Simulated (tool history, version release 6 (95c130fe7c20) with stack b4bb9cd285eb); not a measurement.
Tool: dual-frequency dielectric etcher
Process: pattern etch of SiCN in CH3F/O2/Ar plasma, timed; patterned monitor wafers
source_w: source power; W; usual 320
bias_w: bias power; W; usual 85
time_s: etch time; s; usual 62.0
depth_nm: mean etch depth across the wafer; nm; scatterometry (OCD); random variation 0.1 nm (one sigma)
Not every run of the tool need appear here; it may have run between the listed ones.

run   hour  source_w  bias_w  time_s  wafers since the last listed run  hours since the last wet clean  hours since the last source power generator calibration  hours since the last bias power generator calibration  hours since the last upper electrode change  hours since the gauge calibration  read-back reference wafer on the same gauge, depth_nm  depth_nm
  1    0.0       360      85    62.0                                 0                           239.2                                                   2956.3                                                 5155.1                                       4316.5                              307.0                                                  17.30     22.44
  2   35.3       360      85    62.0                               397                           274.5                                                   2991.6                                                 5190.4                                       4351.8                              342.3                                                  17.31     22.54
  3  115.5       350      85    62.0                               903                           354.7                                                   3071.8                                                 5270.6                                       4432.0                              422.5                                                  17.32     22.36
  4  150.4       350      85    62.0                               393                           389.6                                                   3106.7                                                 5305.5                                       4466.9                              457.4                                                  17.27     22.43
     183.7  -- wet clean of the chamber
  5  184.2       350      85    62.0                               110                             0.5                                                   3140.5                                                 5339.3                                       4500.7                              491.2                                                  17.30     22.69
     247.3  -- bias power generator calibrated
     264.9  -- upper electrode replaced
     286.9  -- wet clean of the chamber, repeated, since the last time left the tool worse
  6  287.4       370      85    70.0                               671                             0.5                                                   3243.7                                                   40.1                                         22.5                              594.4                                                  17.30     25.25
  7  287.7       370      85    70.0                                 3                             0.8                                                   3244.0                                                   40.4                                         22.8                              594.7                                                  17.27     25.05
  8  288.0       320      85    62.0                                 3                             1.1                                                   3244.3                                                   40.7                                         23.1                              595.0                                                  17.30     21.08
     301.5  -- gauge calibrated
  9  308.7       320      85    62.0                               233                            21.8                                                   3265.0                                                   61.4                                         43.8                                7.2                                                  17.32     20.93
 10  336.5       280      99    62.0                               313                            49.6                                                   3292.8                                                   89.2                                         71.6                               35.0                                                  17.28     21.72
     358.9  -- source power generator calibrated
 11  410.0       370     102    47.5                               783                           123.1                                                     51.1                                                  162.7                                        145.1                              108.5                                                  17.29     18.75

Predict the results of run 12:
 12  445.0       280      80    77.5                               394                           158.1                                                     86.1                                                  197.7                                        180.1                              143.5                                                      ?         ?

Run 12 measured read-back reference wafer on the same gauge, depth_nm 17.32, depth_nm 24.17 nm.
Minus the tool's unlogged condition, the same run would have read depth_nm 23.83 nm.
